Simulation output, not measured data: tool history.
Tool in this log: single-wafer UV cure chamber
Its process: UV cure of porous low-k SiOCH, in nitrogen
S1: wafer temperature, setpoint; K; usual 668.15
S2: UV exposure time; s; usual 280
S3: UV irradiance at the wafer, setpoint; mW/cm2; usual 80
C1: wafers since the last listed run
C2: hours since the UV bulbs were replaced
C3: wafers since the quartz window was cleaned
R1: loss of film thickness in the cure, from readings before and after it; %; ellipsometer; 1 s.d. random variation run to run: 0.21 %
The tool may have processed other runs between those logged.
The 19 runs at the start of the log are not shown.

run	hour	S1	S2	S3	C1	C2	C3	R1
20	1159.3	668.15	280	80	628	1644.1	3888	11.804
# hour 1192.6: UV bulbs replaced
21	1215.8	650.15	160	94	193	23.2	4081	10.575
22	1269.7	668.15	280	80	214	77.1	4296	13.099
23	1304.8	655.15	280	80	139	112.2	4435	12.911
24	1421.1	655.15	200	80	462	228.5	4898	10.539
# hour 1448.3: quartz window cleaned
25	1475.1	684.15	195	80	183	282.5	106	12.238
26	1524.4	668.15	280	56	196	331.8	303	12.064
27	1583.8	656.15	280	67	236	391.2	539	12.327
28	1621.1	668.15	280	80	148	428.5	687	14.056
29	1677.7	668.15	280	80	225	485.1	913	13.325
30	1701.7	668.15	280	80	95	509.1	1008	13.25
31	1743.8	660.15	280	80	167	551.2	1176	13.351
32	1797.7	661.15	280	80	214	605.1	1390	13.285
33	1836.8	655.15	420	80	155	644.2	1546	15.281
34	1892.1	684.15	150	42	220	699.5	1766	7.075
35	1924.4	674.15	280	80	128	731.8	1895	13.695

4 options for the next run, each taken on its own from the tool as it stands now. Forecast them:
A	1924.9	668.15	280	105	1	732.3	1897	?
B	1924.9	668.15	150	67	1	732.3	1897	?
C	1924.9	655.15	185	80	1	732.3	1897	?
D	1924.9	657.15	370	66	1	732.3	1897	?

run	R1
A	14.584
B	9
C	10.692
D	13.35
With no hidden state in the tool, these same runs would have given:
run	R1
A	15.618
B	9.943
C	11.664
D	14.363

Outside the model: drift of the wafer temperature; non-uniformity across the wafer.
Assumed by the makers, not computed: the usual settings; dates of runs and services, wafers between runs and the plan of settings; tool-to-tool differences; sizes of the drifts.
